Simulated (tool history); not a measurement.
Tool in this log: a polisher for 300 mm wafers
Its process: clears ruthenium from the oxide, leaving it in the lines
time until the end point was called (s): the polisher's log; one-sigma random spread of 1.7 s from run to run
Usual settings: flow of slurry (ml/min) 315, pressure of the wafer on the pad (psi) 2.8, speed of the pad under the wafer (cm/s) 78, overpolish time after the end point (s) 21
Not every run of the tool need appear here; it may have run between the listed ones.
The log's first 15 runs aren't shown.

run    hour  flow of slurry (ml/min)  pressure of the wafer on the pad (psi)  speed of the pad under the wafer (cm/s)  overpolish time after the end point (s)  incoming thickness of the incoming film, nm  time until the end point was called (s)
 16   857.7                      315                                     2.8                                       78                                       21                                        134.9                                    120.1
 17   920.9                      315                                     2.8                                       78                                       30                                        132.9                                    117.6
      942.6  -- worn pad replaced by a new one
 18   972.9                      315                                     3.6                                       68                                       10                                        134.5                                     97.6
 19    1017                      315                                     2.8                                       78                                       15                                        134.9                                    108.2
     1074.1  -- slurry nozzle cleaned
 20  1124.7                      390                                     2.4                                       78                                       21                                        135.4                                    131.3
 21  1227.4                      415                                     3.3                                       78                                       21                                        134.3                                     93.8
 22  1385.6                      315                                     2.8                                       86                                       21                                        133.1                                    101.6
     1416.3  -- head pressure recalibrated
 23  1489.3                      315                                     2.8                                       78                                       28                                        136.7                                    127.7
     1571.4  -- worn pad replaced by a new one
 24  1585.5                      240                                     2.8                                       88                                       33                                        136.9                                      105
 25    1635                      315                                     3.5                                      102                                        9                                        133.2                                     70.8

Expected results for the next run?
     1714.8  -- slurry nozzle cleaned
 26  1742.7                      315                                     2.8                                       78                                       21                                        136.3                                        ?

{"run 26": {"time until the end point was called (s)": 118.2}}
Had the tool carried no hidden state, the very same run would have given time until the end point was called (s) 113.5.
